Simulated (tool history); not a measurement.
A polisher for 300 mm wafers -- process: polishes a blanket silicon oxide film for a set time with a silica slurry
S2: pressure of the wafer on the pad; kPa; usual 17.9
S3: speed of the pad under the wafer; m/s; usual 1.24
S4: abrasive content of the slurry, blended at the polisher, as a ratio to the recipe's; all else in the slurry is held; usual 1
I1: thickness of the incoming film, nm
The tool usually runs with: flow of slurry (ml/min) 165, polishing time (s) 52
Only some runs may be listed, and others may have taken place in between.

Run 1, hour 0: usual settings but S2 15.2 kPa; I1 961.8. Result: film removed (Å) 965.
At hour 28.2: slurry nozzle cleaned.
At hour 46.7: conditioning disc replaced and pad reconditioned.
Run 2, hour 47.2: usual settings; I1 958.3. Result: film removed (Å) 1111.
Run 3, hour 71.6: usual settings; I1 958.6. Result: film removed (Å) 1121.
At hour 122.4: worn pad replaced by a new one.
Run 4, hour 123.6: usual settings; I1 947.7. Result: film removed (Å) 1257.
Run 5, hour 150.7: usual settings; I1 945.5. Result: film removed (Å) 1207.
Run 6, hour 193.5: usual settings but S4 0.85, polishing time (s) 42; I1 932.7. Result: film removed (Å) 866.
At hour 246: head pressure recalibrated.
Run 7, hour 258.4: usual settings but S3 1.44 m/s, S4 1.25; I1 961.8. Result: film removed (Å) 1434.
Run 8, hour 291.1: usual settings but flow of slurry (ml/min) 140; I1 944.5. Result: film removed (Å) 1104.
Run 9, hour 346.1: usual settings; I1 941.8. Result: film removed (Å) 1125.
At hour 355.7: slurry blender recalibrated.
At hour 359.6: conditioning disc replaced and pad reconditioned.
At hour 429.2: slurry nozzle cleaned.
Run 10, hour 490.4: usual settings; I1 966.1. Result: film removed (Å) 1103.
At hour 505.2: worn pad replaced by a new one.
Run 11, hour 537.3: usual settings but S4 0.75; I1 950.4. Result: film removed (Å) 976.
Run 12, hour 563.5: usual settings but flow of slurry (ml/min) 205, S2 15.9 kPa, polishing time (s) 66; I1 934.9. Result: film removed (Å) 1368.
Run 13, hour 588.4: usual settings but flow of slurry (ml/min) 190, S3 0.9 m/s; I1 956.6. Result: film removed (Å) 934.
Run 14, hour 631.5: usual settings but polishing time (s) 63; I1 947.3. Result: film removed (Å) 1371.
Run 15, hour 674.4: usual settings; I1 963.4. Result: film removed (Å) 1129.
At hour 686.2: head pressure recalibrated.
At hour 717.2: slurry blender recalibrated.
Run 16, hour 717.7: usual settings but S3 0.98 m/s, S4 0.8; I1 942.8. Result: film removed (Å) 794.
At hour 761.8: conditioning disc replaced and pad reconditioned.
Run 17, hour 778.7: usual settings but flow of slurry (ml/min) 200, S4 1.1; I1 942.5. Result: film removed (Å) 1214.
Run 18, hour 819.8: usual settings but flow of slurry (ml/min) 135, S2 20 kPa, S3 1.64 m/s, polishing time (s) 39; I1 942.2. Result: film removed (Å) 1113.
Run 19, hour 883: usual settings but flow of slurry (ml/min) 140, S3 0.96 m/s; I1 947.6. Result: film removed (Å) 864.
At hour 901.6: slurry nozzle cleaned.
At hour 906.3: worn pad replaced by a new one.
Run 20, hour 944.1: usual settings but flow of slurry (ml/min) 125, S2 15.9 kPa, S4 1.2, polishing time (s) 43; I1 962.2. Result: film removed (Å) 933.
Run 21, hour 975.4: usual settings but S4 1.2; I1 950. Result: film removed (Å) 1289.
Run 22, hour 1043.9: usual settings but flow of slurry (ml/min) 125; I1 941.8. Result: film removed (Å) 1080.
At hour 1065.6: conditioning disc replaced and pad reconditioned.
At hour 1074.3: slurry blender recalibrated.
Run 23, hour 1082.6: usual settings but flow of slurry (ml/min) 205, S3 1.52 m/s; I1 957.4. Result: film removed (Å) 1358.
At hour 1090.9: head pressure recalibrated.
Run 24, hour 1126.9: usual settings; I1 946.9. Result: film removed (Å) 1114.
Run 25, hour 1158.5: usual settings but flow of slurry (ml/min) 135, S2 15.9 kPa, S3 1.36 m/s, polishing time (s) 45; I1 938.8. Result: film removed (Å) 885.

Forecast each of these 4 alternatives for the next run:
Run A, hour 1158.9: usual settings; I1 954.9. Result: film removed (Å) ?.
Run B, hour 1158.9: usual settings but flow of slurry (ml/min) 185; I1 954.9. Result: film removed (Å) ?.
Run C, hour 1158.9: usual settings but polishing time (s) 36; I1 954.9. Result: film removed (Å) ?.
Run D, hour 1158.9: usual settings but S3 1.54 m/s; I1 954.9. Result: film removed (Å) ?.

run  film removed (Å)
  A              1108
  B              1127
  C               767
  D              1310
Without the tool's unlogged condition, the same runs would have read:
run  film removed (Å)
  A              1256
  B              1277
  C               869
  D              1485
